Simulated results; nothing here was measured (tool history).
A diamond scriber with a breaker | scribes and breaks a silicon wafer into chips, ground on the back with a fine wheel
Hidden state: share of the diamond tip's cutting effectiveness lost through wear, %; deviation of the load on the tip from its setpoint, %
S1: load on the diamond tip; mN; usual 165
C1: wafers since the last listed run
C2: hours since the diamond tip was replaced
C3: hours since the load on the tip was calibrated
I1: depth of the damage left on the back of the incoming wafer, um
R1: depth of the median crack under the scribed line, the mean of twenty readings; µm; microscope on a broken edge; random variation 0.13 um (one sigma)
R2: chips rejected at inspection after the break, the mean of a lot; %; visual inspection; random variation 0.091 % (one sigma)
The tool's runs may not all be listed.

{"run": 1, "hour": 0.0, "S1": 165, "C1": 0, "C2": 610.8, "C3": 1193.9, "I1": 2.49, "R1": 7.59, "R2": 7.8}
{"run": 2, "hour": 14.0, "S1": 205, "C1": 33, "C2": 624.8, "C3": 1207.9, "I1": 2.68, "R1": 8.85, "R2": 3.34}
{"run": 3, "hour": 38.4, "S1": 165, "C1": 58, "C2": 649.2, "C3": 1232.3, "I1": 2.87, "R1": 7.61, "R2": 9.25}
{"run": 4, "hour": 69.1, "S1": 165, "C1": 73, "C2": 679.9, "C3": 1263, "I1": 2.91, "R1": 7.55, "R2": 9.25}
{"run": 5, "hour": 104.2, "S1": 165, "C1": 84, "C2": 715, "C3": 1298.1, "I1": 2.65, "R1": 7.61, "R2": 8.51}
{"run": 6, "hour": 131.6, "S1": 148, "C1": 65, "C2": 742.4, "C3": 1325.5, "I1": 2.1, "R1": 7, "R2": 13.37}
{"run": 7, "hour": 152.2, "S1": 148, "C1": 49, "C2": 763, "C3": 1346.1, "I1": 1.61, "R1": 6.86, "R2": 12.49}
{"run": 8, "hour": 184.3, "S1": 154, "C1": 77, "C2": 795.1, "C3": 1378.2, "I1": 1.95, "R1": 6.86, "R2": 10.16}
{"run": 9, "hour": 201.8, "S1": 196, "C1": 42, "C2": 812.6, "C3": 1395.7, "I1": 1.67, "R1": 8.57, "R2": 2.27}
{"run": 10, "hour": 228.1, "S1": 165, "C1": 63, "C2": 838.9, "C3": 1422, "I1": 1.76, "R1": 7.55, "R2": 7.82}
{"run": 11, "hour": 263.5, "S1": 165, "C1": 85, "C2": 874.3, "C3": 1457.4, "I1": 2.18, "R1": 7.41, "R2": 8.19}
{"run": 12, "hour": 289.9, "S1": 142, "C1": 63, "C2": 900.7, "C3": 1483.8, "I1": 2.04, "R1": 6.74, "R2": 16.42}
{"run": 13, "hour": 314.5, "S1": 165, "C1": 59, "C2": 925.3, "C3": 1508.4, "I1": 2.43, "R1": 7.18, "R2": 9.12}
{"hour": 324.6, "done": "load on the tip recalibrated"}
{"run": 14, "hour": 343.4, "S1": 165, "C1": 64, "C2": 954.2, "C3": 18.8, "I1": 2.21, "R1": 7.33, "R2": 8.16}
{"run": 15, "hour": 369.9, "S1": 165, "C1": 63, "C2": 980.7, "C3": 45.3, "I1": 2.43, "R1": 7.32, "R2": 8.89}
{"run": 16, "hour": 385.5, "S1": 121, "C1": 37, "C2": 996.3, "C3": 60.9, "I1": 2.64, "R1": 5.82, "R2": 31.8}
{"run": 17, "hour": 411.3, "S1": 198, "C1": 62, "C2": 1022.1, "C3": 86.7, "I1": 2.22, "R1": 8.36, "R2": 3}
{"run": 18, "hour": 431.8, "S1": 122, "C1": 49, "C2": 1042.6, "C3": 107.2, "I1": 2.3, "R1": 5.78, "R2": 28.45}
{"run": 19, "hour": 454.5, "S1": 165, "C1": 54, "C2": 1065.3, "C3": 129.9, "I1": 2.82, "R1": 7.33, "R2": 11.19}
{"hour": 466.1, "done": "diamond tip replaced by a new one"}
{"run": 20, "hour": 487.5, "S1": 136, "C1": 74, "C2": 21.4, "C3": 162.9, "I1": 2.07, "R1": 7.58, "R2": 6.57}
{"run": 21, "hour": 518.2, "S1": 190, "C1": 73, "C2": 52.1, "C3": 193.6, "I1": 1.92, "R1": 9.61, "R2": 2.92}
{"run": 22, "hour": 546.3, "S1": 165, "C1": 67, "C2": 80.2, "C3": 221.7, "I1": 1.83, "R1": 8.81, "R2": 2.13}
{"run": 23, "hour": 572.1, "S1": 182, "C1": 62, "C2": 106, "C3": 247.5, "I1": 2.04, "R1": 9.32, "R2": 2.32}
{"run": 24, "hour": 591.8, "S1": 212, "C1": 47, "C2": 125.7, "C3": 267.2, "I1": 1.59, "R1": 10.15, "R2": 4.4}
{"run": 25, "hour": 627.5, "S1": 151, "C1": 85, "C2": 161.4, "C3": 302.9, "I1": 2.25, "R1": 7.81, "R2": 5.49}
{"run": 26, "hour": 650.4, "S1": 165, "C1": 55, "C2": 184.3, "C3": 325.8, "I1": 2.69, "R1": 8.34, "R2": 4.36}
{"run": 27, "hour": 672.1, "S1": 143, "C1": 52, "C2": 206, "C3": 347.5, "I1": 2.26, "R1": 7.19, "R2": 8.46}
{"run": 28, "hour": 732.3, "S1": 165, "C1": 144, "C2": 266.2, "C3": 407.7, "I1": 2.81, "R1": 8.21, "R2": 5.07}

Forecast each of these 5 alternatives for the next run:
{"run": "A", "hour": 732.8, "S1": 165, "C1": 1, "C2": 266.7, "C3": 408.2, "I1": 1.73, "R1": "?", "R2": "?"}
{"run": "B", "hour": 732.8, "S1": 146, "C1": 1, "C2": 266.7, "C3": 408.2, "I1": 1.73, "R1": "?", "R2": "?"}
{"run": "C", "hour": 732.8, "S1": 215, "C1": 1, "C2": 266.7, "C3": 408.2, "I1": 1.73, "R1": "?", "R2": "?"}
{"run": "D", "hour": 732.8, "S1": 188, "C1": 1, "C2": 266.7, "C3": 408.2, "I1": 1.73, "R1": "?", "R2": "?"}
{"run": "E", "hour": 732.8, "S1": 193, "C1": 1, "C2": 266.7, "C3": 408.2, "I1": 1.73, "R1": "?", "R2": "?"}

run=A R1=8.12 R2=3.45
run=B R1=7.42 R2=7.64
run=C R1=9.85 R2=3.66
run=D R1=8.94 R2=1.97
run=E R1=9.11 R2=2.05
Without the tool's hidden state the same runs would have given:
run=A R1=8.88 R2=1.97
run=B R1=8.11 R2=3.51
run=C R1=10.77 R2=7.9
run=D R1=9.77 R2=3.4
run=E R1=9.96 R2=4.05
